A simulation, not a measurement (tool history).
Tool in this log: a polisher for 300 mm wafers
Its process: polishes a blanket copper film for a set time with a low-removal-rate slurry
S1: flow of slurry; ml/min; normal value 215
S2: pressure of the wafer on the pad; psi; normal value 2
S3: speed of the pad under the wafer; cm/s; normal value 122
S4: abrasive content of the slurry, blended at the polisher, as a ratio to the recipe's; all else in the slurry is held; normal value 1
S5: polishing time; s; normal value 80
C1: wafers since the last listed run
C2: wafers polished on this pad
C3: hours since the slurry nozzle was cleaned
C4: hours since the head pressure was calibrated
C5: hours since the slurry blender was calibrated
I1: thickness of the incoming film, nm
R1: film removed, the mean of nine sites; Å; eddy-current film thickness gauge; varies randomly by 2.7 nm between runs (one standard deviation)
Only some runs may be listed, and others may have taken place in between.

{"run": 1, "hour": 0.0, "S1": 215, "S2": 2, "S3": 122, "S4": 1, "S5": 80, "C1": 0, "C2": 1888, "C3": 464.7, "C4": 100.4, "C5": 245.4, "I1": 1567.1, "R1": 1891}
{"hour": 11.8, "done": "slurry nozzle cleaned"}
{"hour": 48.4, "done": "worn pad replaced by a new one"}
{"run": 2, "hour": 62.0, "S1": 215, "S2": 2, "S3": 122, "S4": 1, "S5": 80, "C1": 592, "C2": 141, "C3": 50.2, "C4": 162.4, "C5": 307.4, "I1": 1562.9, "R1": 1906}
{"run": 3, "hour": 93.5, "S1": 215, "S2": 2, "S3": 122, "S4": 1, "S5": 80, "C1": 327, "C2": 469, "C3": 81.7, "C4": 193.9, "C5": 338.9, "I1": 1569.6, "R1": 1822}
{"hour": 101.2, "done": "slurry blender recalibrated"}
{"run": 4, "hour": 157.8, "S1": 215, "S2": 2, "S3": 122, "S4": 1, "S5": 80, "C1": 647, "C2": 1116, "C3": 146, "C4": 258.2, "C5": 56.6, "I1": 1576.1, "R1": 1902}
{"run": 5, "hour": 205.2, "S1": 215, "S2": 1.6, "S3": 100, "S4": 1, "S5": 80, "C1": 492, "C2": 1609, "C3": 193.4, "C4": 305.6, "C5": 104, "I1": 1543.8, "R1": 1335}
{"run": 6, "hour": 249.3, "S1": 215, "S2": 2, "S3": 122, "S4": 1, "S5": 80, "C1": 458, "C2": 2067, "C3": 237.5, "C4": 349.7, "C5": 148.1, "I1": 1557, "R1": 1905}
{"hour": 261.0, "done": "worn pad replaced by a new one"}
{"run": 7, "hour": 281.4, "S1": 215, "S2": 2, "S3": 122, "S4": 1, "S5": 80, "C1": 292, "C2": 211, "C3": 269.6, "C4": 381.8, "C5": 180.2, "I1": 1567.7, "R1": 1923}
{"run": 8, "hour": 327.5, "S1": 215, "S2": 2, "S3": 122, "S4": 1, "S5": 80, "C1": 479, "C2": 690, "C3": 315.7, "C4": 427.9, "C5": 226.3, "I1": 1577.6, "R1": 1898}
{"run": 9, "hour": 363.2, "S1": 215, "S2": 2, "S3": 122, "S4": 1, "S5": 80, "C1": 371, "C2": 1061, "C3": 351.4, "C4": 463.6, "C5": 262, "I1": 1558.3, "R1": 1864}
{"run": 10, "hour": 434.0, "S1": 280, "S2": 2, "S3": 88, "S4": 1, "S5": 80, "C1": 735, "C2": 1797, "C3": 422.2, "C4": 534.4, "C5": 332.8, "I1": 1575.2, "R1": 1370}

What does the tool deliver on the next run?
{"hour": 460.0, "done": "worn pad replaced by a new one"}
{"hour": 474.5, "done": "slurry blender recalibrated"}
{"run": 11, "hour": 500.3, "S1": 215, "S2": 2, "S3": 122, "S4": 1, "S5": 94, "C1": 626, "C2": 397, "C3": 488.5, "C4": 600.7, "C5": 25.8, "I1": 1560.4, "R1": "?"}

{"run 11": {"R1": 2242}}
Had the tool carried no hidden state, the very same run would have given R1 2255 Å.

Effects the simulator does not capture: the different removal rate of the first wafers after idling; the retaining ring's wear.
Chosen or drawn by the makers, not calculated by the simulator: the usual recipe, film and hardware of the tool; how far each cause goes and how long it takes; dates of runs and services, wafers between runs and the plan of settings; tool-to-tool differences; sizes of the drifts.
